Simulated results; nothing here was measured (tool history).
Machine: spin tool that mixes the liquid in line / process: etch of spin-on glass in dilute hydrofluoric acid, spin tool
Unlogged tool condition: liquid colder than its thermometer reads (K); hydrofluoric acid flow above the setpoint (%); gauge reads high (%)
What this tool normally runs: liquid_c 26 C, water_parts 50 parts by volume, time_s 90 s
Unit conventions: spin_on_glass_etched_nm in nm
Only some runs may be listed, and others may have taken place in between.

| run | hour | liquid_c | water_parts | time_s | wafers since the last listed run | hours since the thermometer was replaced | hours since the hydrofluoric acid flow meter was replaced | hours since the gauge calibration | read-back film thickness of the spin-on glass reference wafer, read on the same gauge (nm) | spin_on_glass_etched_nm |
|---|---|---|---|---|---|---|---|---|---|---|
| 1 | 0 | 26 | 50 | 90 | 0 | 813.8 | 153.6 | 476.2 | 120.02 | 47.99 |
| 2 | 18.4 | 26 | 50 | 90 | 261 | 832.2 | 172 | 494.6 | 120.02 | 48.06 |
| 3 | 126 | 27.5 | 50 | 90 | 1527 | 939.8 | 279.6 | 602.2 | 119.99 | 50.43 |
| 4 | 149.3 | 26 | 50 | 125 | 330 | 963.1 | 302.9 | 625.5 | 120.02 | 67.14 |
| 5 | 248.3 | 26 | 50 | 125 | 1405 | 1062.1 | 401.9 | 724.5 | 120 | 66.75 |
|  | 269.3 | gauge calibrated |
| 6 | 271.3 | 26 | 50 | 65 | 326 | 1085.1 | 424.9 | 2 | 119.98 | 34.63 |
| 7 | 296.5 | 26 | 50 | 65 | 357 | 1110.3 | 450.1 | 27.2 | 120.01 | 34.18 |
| 8 | 330.3 | 26 | 50 | 65 | 479 | 1144.1 | 483.9 | 61 | 120.03 | 34.97 |
| 9 | 359.1 | 26 | 35 | 90 | 408 | 1172.9 | 512.7 | 89.8 | 120.03 | 70.11 |
| 10 | 388.5 | 29 | 50 | 105 | 417 | 1202.3 | 542.1 | 119.2 | 120 | 63.18 |
|  | 407.7 | thermometer replaced |
| 11 | 408.3 | 30.5 | 50 | 70 | 266 | 0.6 | 561.9 | 139 | 120.01 | 44.36 |
| 12 | 425.1 | 26 | 50 | 105 | 238 | 17.4 | 578.7 | 155.8 | 120.02 | 55.82 |
| 13 | 458.4 | 22.5 | 30 | 45 | 472 | 50.7 | 612 | 189.1 | 120 | 35.76 |
| 14 | 470.5 | 21.5 | 25 | 90 | 171 | 62.8 | 624.1 | 201.2 | 119.98 | 82.94 |
|  | 479 | hydrofluoric acid flow meter replaced |
| 15 | 527.5 | 26 | 50 | 90 | 794 | 119.8 | 48.5 | 258.2 | 120.02 | 47.43 |
| 16 | 550 | 26 | 30 | 45 | 319 | 142.3 | 71 | 280.7 | 119.99 | 40.7 |
| 17 | 578.6 | 26 | 50 | 90 | 405 | 170.9 | 99.6 | 309.3 | 119.98 | 48.05 |
| 18 | 612 | 21.5 | 65 | 105 | 474 | 204.3 | 133 | 342.7 | 119.98 | 35.07 |

Exercise: give the hidden state of the tool at every run:
liquid colder than its thermometer reads (K): 0 in every run
hydrofluoric acid flow above the setpoint (%): 0 in every run
gauge reads high (%): 0 in every run
